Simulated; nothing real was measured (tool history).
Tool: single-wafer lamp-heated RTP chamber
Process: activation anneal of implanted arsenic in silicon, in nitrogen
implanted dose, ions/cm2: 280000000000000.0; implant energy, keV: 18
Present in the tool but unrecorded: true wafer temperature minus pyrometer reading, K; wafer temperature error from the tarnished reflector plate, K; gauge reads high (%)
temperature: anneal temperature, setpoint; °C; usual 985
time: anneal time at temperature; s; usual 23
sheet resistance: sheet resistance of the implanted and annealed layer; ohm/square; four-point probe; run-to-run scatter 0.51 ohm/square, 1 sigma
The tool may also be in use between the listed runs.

run    hour  temperature  time  wafers since the last listed run  wafers since the last pyrometer calibration  wafers since the reflector plate was cleaned  hours since the gauge calibration  read-back reference wafer on the same gauge, sheet resistance  sheet resistance
  1       0          985    23                                 0                                         4120                                          3514                              922.6                                                         372.69            339.23
       88.1  -- reflector plate cleaned
  2    91.9          985    23                              1428                                         5549                                            65                             1014.5                                                         372.02            339.62
  3   197.4          985    23                              1796                                         7346                                          1861                               1120                                                          372.2            339.27
      236.6  -- pyrometer window cleaned and pyrometer calibrated
  4   254.4          985    23                               834                                          303                                          2696                               1177                                                         372.05            338.56
  5   314.3          985    23                              1020                                         1324                                          3716                             1236.9                                                         371.83            338.94
      378.8  -- reflector plate cleaned
  6   415.8          985    23                              1592                                         2916                                           629                             1338.4                                                         372.01            338.26
  7   460.6          985    23                               763                                         3679                                          1392                             1383.2                                                         372.04            339.34
  8   540.4          973    23                              1359                                         5038                                          2751                               1463                                                         372.25            339.18
  9   595.4          973    23                               936                                         5975                                          3688                               1518                                                         371.81            339.76
 10   677.1          985    23                              1391                                         7367                                          5079                             1599.7                                                         371.82            339.14
      682.1  -- gauge calibrated
        699  -- reflector plate cleaned
        719  -- pyrometer window cleaned and pyrometer calibrated
 11   748.8          967    23                               948                                          507                                           711                               66.7                                                         374.65            342.68
 12     831         1003    17                              1400                                         1907                                          2111                              148.9                                                         374.27            340.67
 13   911.7          975    14                              1374                                         3282                                          3485                              229.6                                                         373.53            344.23
      955.4  -- reflector plate cleaned
 14   982.1          985    23                              1062                                         4345                                           455                                300                                                         373.38            340.45
 15  1076.3          957    16                              1604                                         5949                                          2059                              394.2                                                         372.74            344.89
 16  1173.4          998    31                              1653                                         7603                                          3713                              491.3                                                         373.05            335.97
     1210.2  -- reflector plate cleaned
     1274.9  -- pyrometer window cleaned and pyrometer calibrated
 17  1275.4         1010    23                              1464                                            9                                           974                              593.3                                                         372.61            336.57
 18  1331.9          975    29                               962                                          971                                          1937                              649.8                                                         372.51            339.65
 19  1406.3         1010    29                              1267                                         2238                                          3204                              724.2                                                         372.27            335.54

Consider 5 possible next runs. They are alternatives, not a sequence: every one starts from the tool as it was left by run 19. What does each give?
  A  1406.7          985    12                                 6                                         2245                                          3210                              724.6                                                              ?                 ?
  B  1406.7          958    16                                 6                                         2245                                          3210                              724.6                                                              ?                 ?
  C  1406.7          960    15                                 6                                         2245                                          3210                              724.6                                                              ?                 ?
  D  1406.7         1002    28                                 6                                         2245                                          3210                              724.6                                                              ?                 ?
  E  1406.7          985    15                                 6                                         2245                                          3210                              724.6                                                              ?                 ?

run  read-back reference wafer on the same gauge, sheet resistance  sheet resistance
  A                                                         372.17            341.72
  B                                                         372.17            343.01
  C                                                         372.17             343.1
  D                                                         372.17            335.78
  E                                                         372.17            340.77
With no hidden state in the tool, these same runs would have given:
run  sheet resistance
  A            344.23
  B            345.53
  C            345.62
  D            338.25
  E            343.27

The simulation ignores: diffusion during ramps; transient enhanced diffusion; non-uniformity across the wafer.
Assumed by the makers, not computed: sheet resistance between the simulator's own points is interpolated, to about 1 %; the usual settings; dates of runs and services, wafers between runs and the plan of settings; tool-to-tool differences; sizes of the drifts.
